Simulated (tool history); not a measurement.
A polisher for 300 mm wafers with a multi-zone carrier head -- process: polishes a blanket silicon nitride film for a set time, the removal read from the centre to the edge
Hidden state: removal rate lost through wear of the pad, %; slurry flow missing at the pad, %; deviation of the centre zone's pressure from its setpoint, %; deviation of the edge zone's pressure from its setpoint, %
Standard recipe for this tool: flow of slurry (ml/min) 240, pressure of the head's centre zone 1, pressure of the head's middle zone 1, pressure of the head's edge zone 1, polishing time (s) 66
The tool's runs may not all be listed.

run	hour	flow of slurry (ml/min)	pressure of the head's centre zone	pressure of the head's middle zone	pressure of the head's edge zone	polishing time (s)	wafers since the last listed run	wafers polished on this pad	hours since the slurry nozzle was cleaned	hours since the centre zone pressure was calibrated	hours since the edge zone pressure was calibrated	hours since the carrier head's membrane was replaced	incoming thickness of the incoming film, nm	film removed at the wafer's centre (nm)	film removed at mid-radius (nm)	film removed at the wafer's edge (nm)
1	0	240	1.04	1	1	66	0	7124	204.7	598.6	660.2	821.5	619.4	110.3	106.7	99.3
# hour 4.1: worn pad replaced by a new one
# hour 52.3: edge zone pressure recalibrated
2	95	240	1	0.95	1.09	52	946	944	299.7	693.6	42.7	916.5	617.3	83.4	81.3	82.3
3	200	240	0.97	1	1	77	1116	2061	404.7	798.6	147.7	1021.5	612.8	118.5	123.6	116.3
4	273.1	240	1	0.95	1.09	52	777	2838	477.8	871.7	220.8	1094.6	624.6	81.5	81.3	82.8
5	363.9	240	0.91	1.12	1.07	59	965	3803	568.6	962.5	311.6	1185.4	610	85.7	103.1	93.2
6	402	240	1	1	1	66	405	4208	606.7	1000.6	349.7	1223.5	632	105.7	106.4	99.9
# hour 408.1: centre zone pressure recalibrated
7	460.3	195	0.88	1.05	1.04	66	598	4807	665	52.2	408	1281.8	612.9	89.9	107.3	101
8	566.2	240	1	1	1	66	1125	5933	770.9	158.1	513.9	1387.7	625.3	105.9	107.2	100.7
# hour 573.2: slurry nozzle cleaned
# hour 637.3: worn pad replaced by a new one
9	652.4	315	1	1	1	66	863	160	79.2	244.3	600.1	1473.9	617.7	107.1	109.2	102.8
# hour 712.3: carrier head's membrane replaced by a new one
10	720.7	240	1	1	1	66	672	833	147.5	312.6	668.4	8.4	618.6	105.7	108.1	101.9
11	792.9	240	1	1	1.11	66	767	1601	219.7	384.8	740.6	80.6	621	106.9	107.1	105.6
# hour 825.1: edge zone pressure recalibrated
12	898.7	240	0.91	1	0.95	66	1103	2704	325.5	490.6	73.6	186.4	622.3	96.2	107.6	97.6
13	967.2	170	1	1	1.03	87	728	3433	394	559.1	142.1	254.9	620.2	133	135.9	128.6
14	1031.4	175	1	1.07	1.06	66	682	4115	458.2	623.3	206.3	319.1	616.1	101.6	109.1	101.3
15	1103.9	240	1	1	1	66	770	4886	530.7	695.8	278.8	391.6	622.8	106.4	107	100.4
16	1259.5	240	1.1	1	1	85	1654	6540	686.3	851.4	434.4	547.2	611.2	150.5	136.6	126.5
17	1305.7	240	1	1.11	1	66	491	7032	732.5	897.6	480.6	593.4	623.2	104.7	114.4	100.2
# hour 1319.1: slurry nozzle cleaned
18	1377.8	190	0.89	1.07	1.04	66	755	7787	58.7	969.7	552.7	665.5	621.7	92.5	109.1	100.5
# hour 1438.3: worn pad replaced by a new one
19	1438.8	190	1	0.94	1.07	73	606	5	119.7	1030.7	613.7	726.5	613.4	114.7	111.1	111.1
20	1481.8	240	1	1	1	66	457	462	162.7	1073.7	656.7	769.5	621.2	105.4	106.7	100
# hour 1520.4: centre zone pressure recalibrated
21	1526.1	240	1	1	1	66	449	912	207	5.7	701	813.8	627	106.5	106.8	100.1
# hour 1589.3: edge zone pressure recalibrated
22	1600.1	240	1	1	1	66	765	1677	281	79.7	10.8	887.8	623.3	105.6	106.3	99.4
23	1637.5	240	1	1	1	66	397	2075	318.4	117.1	48.2	925.2	619.2	105.7	106.9	101.9

Alternative continuations, all from the tool just after run 23; predict every row:
A	1637.9	240	0.88	1	1	66	4	2079	318.8	117.5	48.6	925.6	619.4	?	?	?
B	1637.9	240	1	1.12	1	51	4	2079	318.8	117.5	48.6	925.6	619.4	?	?	?
C	1637.9	240	1	1	1	53	4	2079	318.8	117.5	48.6	925.6	619.4	?	?	?

run	film removed at the wafer's centre (nm)	film removed at mid-radius (nm)	film removed at the wafer's edge (nm)
A	93	105.9	101.1
B	81.8	88.2	78
C	84.9	85	81.2
With the hidden condition removed and each run's random variation left untouched, the same runs would have given:
run	film removed at the wafer's centre (nm)	film removed at mid-radius (nm)	film removed at the wafer's edge (nm)
A	93	105.9	101.1
B	81.8	88.2	78
C	84.9	85	81.2
